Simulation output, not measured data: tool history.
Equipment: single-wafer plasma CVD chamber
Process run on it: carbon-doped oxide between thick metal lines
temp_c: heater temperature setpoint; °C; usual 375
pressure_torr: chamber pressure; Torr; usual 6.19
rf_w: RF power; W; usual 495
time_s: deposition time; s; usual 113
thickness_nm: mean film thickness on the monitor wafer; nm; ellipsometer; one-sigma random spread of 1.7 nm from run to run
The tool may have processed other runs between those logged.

run	hour	temp_c	pressure_torr	rf_w	time_s	read-back reference wafer on the same gauge, thickness_nm	thickness_nm
1	0	375	5.57	495	113	603.476	520.27
2	30	375	5.57	495	113	603.168	519.517
3	187.2	375	5.57	495	113	602.96	517.516
4	240	381	6.19	495	113	603.083	515.552
5	311.2	381	6.19	495	113	602.579	511.78
6	381.2	375	6.19	495	96	603.128	439.168
7	419.1	375	6.19	495	96	602.443	439.413
# hour 443.5: showerhead replaced
8	456.8	375	6.19	495	113	602.74	517.764
9	534.3	375	6.19	495	113	603.099	517.402
# hour 551.1: RF generator calibrated
10	574.8	375	6.19	495	113	602.918	549.26
11	636.9	375	6.19	495	113	603.326	548.837
12	680.6	375	6.19	495	113	603.066	547.818
13	739.5	384	6.58	495	113	602.887	538.714
14	773.6	375	6.19	585	113	603.474	624.381
15	799.3	388	6.19	495	113	602.901	533.342
# hour 800.4: gauge calibrated
# hour 817.3: thermocouple changed; heater temperature recalibrated
16	827.1	375	5.16	495	94	603.001	447.846
# hour 857.3: capacitance manometer re-zeroed and calibrated
17	898.5	375	6.19	495	119	602.958	574.608
18	1013.8	386	6.79	550	113	602.8	584.157
19	1083.1	375	6.19	495	95	603.133	456.485
20	1133	375	6.19	535	133	603.075	679.07
21	1165.5	375	6.19	495	113	603.267	538.874
22	1194.5	375	6.19	585	113	603.092	618.229
23	1228.3	363	6.19	495	113	602.743	557.792
24	1299.8	375	6.19	495	113	603.196	539.18

Below are 3 alternative next runs, each starting from the tool's condition after run 24. Predict each:
A	1300.2	375	6.19	440	113	?	?
B	1300.2	379	6.19	425	105	?	?
C	1300.2	375	6.19	400	122	?	?

run	read-back reference wafer on the same gauge, thickness_nm	thickness_nm
A	603.091	481.896
B	603.091	427.993
C	603.091	468.398
What these runs would have given with no unlogged condition in the tool:
run	thickness_nm
A	494.462
B	439.154
C	481.155

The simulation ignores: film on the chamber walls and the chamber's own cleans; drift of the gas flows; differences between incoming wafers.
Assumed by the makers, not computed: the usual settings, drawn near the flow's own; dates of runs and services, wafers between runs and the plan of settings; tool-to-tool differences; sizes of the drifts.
